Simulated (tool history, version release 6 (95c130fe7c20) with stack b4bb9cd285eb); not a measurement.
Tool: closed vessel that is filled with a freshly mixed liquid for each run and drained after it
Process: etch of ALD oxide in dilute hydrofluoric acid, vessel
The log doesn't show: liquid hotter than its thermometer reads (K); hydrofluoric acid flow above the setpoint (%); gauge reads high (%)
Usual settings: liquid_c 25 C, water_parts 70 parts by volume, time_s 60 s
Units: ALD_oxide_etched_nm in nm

| run | hour | liquid_c | water_parts | time_s | wafers since the last listed run | hours since the thermometer was replaced | hours since the hydrofluoric acid flow meter was replaced | hours since the gauge calibration | read-back film thickness of the ALD oxide reference wafer, read on the same gauge (nm) | ALD_oxide_etched_nm |
|---|---|---|---|---|---|---|---|---|---|---|
| 1 | 0 | 25 | 70 | 85 | 0 | 2049.4 | 1487 | 143.6 | 59.99 | 33.15 |
| 2 | 59.6 | 25 | 60 | 50 | 4960 | 2109 | 1546.6 | 203.2 | 59.99 | 23.06 |
| 3 | 92.8 | 25 | 60 | 50 | 2763 | 2142.2 | 1579.8 | 236.4 | 60 | 23.15 |
| 4 | 154.7 | 25 | 70 | 60 | 5151 | 2204.1 | 1641.7 | 298.3 | 60 | 23.62 |
| 5 | 205.2 | 25 | 70 | 60 | 4202 | 2254.6 | 1692.2 | 348.8 | 60 | 23.7 |
| 6 | 234.5 | 25 | 55 | 60 | 2438 | 2283.9 | 1721.5 | 378.1 | 60 | 31.07 |
| 7 | 270.2 | 25 | 70 | 60 | 2971 | 2319.6 | 1757.2 | 413.8 | 60 | 24 |
| 8 | 318.5 | 23 | 40 | 85 | 4019 | 2367.9 | 1805.5 | 462.1 | 60.02 | 56.78 |
| 9 | 382.9 | 20 | 100 | 35 | 5359 | 2432.3 | 1869.9 | 526.5 | 60 | 7.85 |
|  | 384 | hydrofluoric acid flow meter replaced |
| 10 | 435.2 | 25 | 35 | 60 | 4269 | 2484.6 | 51.2 | 578.8 | 60.02 | 46.2 |
|  | 497 | thermometer replaced |
| 11 | 505.5 | 25 | 70 | 60 | 5767 | 8.5 | 121.5 | 649.1 | 59.99 | 19.95 |
|  | 519.6 | gauge calibrated |
| 12 | 539.2 | 25 | 100 | 60 | 2804 | 42.2 | 155.2 | 19.6 | 59.99 | 13.51 |
| 13 | 585.6 | 26.5 | 60 | 80 | 3861 | 88.6 | 201.6 | 66 | 59.98 | 33.72 |
| 14 | 611.8 | 29 | 70 | 60 | 2180 | 114.8 | 227.8 | 92.2 | 59.99 | 23.84 |
| 15 | 666.8 | 25 | 60 | 50 | 4577 | 169.8 | 282.8 | 147.2 | 60.02 | 20.15 |

Forecast each of these 4 alternatives for the next run:
| A | 667.5 | 25 | 85 | 60 | 58 | 170.5 | 283.5 | 147.9 | ? | ? |
| B | 667.5 | 26.5 | 80 | 30 | 58 | 170.5 | 283.5 | 147.9 | ? | ? |
| C | 667.5 | 30 | 90 | 85 | 58 | 170.5 | 283.5 | 147.9 | ? | ? |
| D | 667.5 | 25 | 90 | 40 | 58 | 170.5 | 283.5 | 147.9 | ? | ? |

| run | read-back film thickness of the ALD oxide reference wafer, read on the same gauge (nm) | ALD_oxide_etched_nm |
|---|---|---|
| A | 60 | 16.46 |
| B | 60 | 9.34 |
| C | 60 | 26.55 |
| D | 60 | 10.3 |
Without the tool's hidden state the same runs would have given:
| run | ALD_oxide_etched_nm |
|---|---|
| A | 15.65 |
| B | 8.88 |
| C | 25.25 |
| D | 9.79 |
